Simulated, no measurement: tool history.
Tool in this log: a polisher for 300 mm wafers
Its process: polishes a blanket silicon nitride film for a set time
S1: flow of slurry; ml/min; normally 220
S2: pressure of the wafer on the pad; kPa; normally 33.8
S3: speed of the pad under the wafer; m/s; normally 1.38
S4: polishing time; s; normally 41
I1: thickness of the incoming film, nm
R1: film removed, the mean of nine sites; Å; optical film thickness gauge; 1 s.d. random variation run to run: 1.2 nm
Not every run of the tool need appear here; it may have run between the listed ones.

Run 1, hour 0: usual settings; I1 601.2. Result: R1 1493 Å.
Run 2, hour 31.5: usual settings; I1 611.5. Result: R1 1497 Å.
Run 3, hour 98.2: usual settings; I1 596.5. Result: R1 1474 Å.
Run 4, hour 155.2: usual settings but S1 175 ml/min, S4 52 s; I1 601.9. Result: R1 1791 Å.
Run 5, hour 221.8: usual settings but S1 175 ml/min, S4 52 s; I1 611.7. Result: R1 1757 Å.
At hour 247.1: worn pad replaced by a new one.
Run 6, hour 286.5: usual settings but S1 175 ml/min, S4 52 s; I1 608. Result: R1 1890 Å.
At hour 323.7: head pressure recalibrated.
Run 7, hour 329.6: usual settings; I1 600.9. Result: R1 1481 Å.
Run 8, hour 378.9: usual settings; I1 624.1. Result: R1 1464 Å.
Run 9, hour 426.3: usual settings but S1 180 ml/min; I1 613.3. Result: R1 1418 Å.
Run 10, hour 475.5: usual settings but S1 180 ml/min; I1 613.4. Result: R1 1401 Å.
At hour 514.8: worn pad replaced by a new one.
Run 11, hour 528: usual settings; I1 612.5. Result: R1 1492 Å.
At hour 591.4: slurry nozzle cleaned.
Run 12, hour 593.5: usual settings; I1 615.9. Result: R1 1468 Å.
At hour 646.7: head pressure recalibrated.
Run 13, hour 656: usual settings but S4 47 s; I1 597.3. Result: R1 1647 Å.
Run 14, hour 705: usual settings; I1 615.6. Result: R1 1418 Å.
Run 15, hour 760.6: usual settings; I1 610.9. Result: R1 1430 Å.
Run 16, hour 826.4: usual settings but S1 260 ml/min; I1 595.7. Result: R1 1445 Å.
At hour 846.7: worn pad replaced by a new one, of another model than before.
Run 17, hour 857.6: usual settings; I1 610.1. Result: R1 1495 Å.

What will run 18 give?
Run 18, hour 912.7: usual settings but S4 37 s; I1 613.8. Result: R1 ?.

{"run 18": {"R1": 1308}}
Had the tool carried no hidden state, the very same run would have given R1 1382 Å.
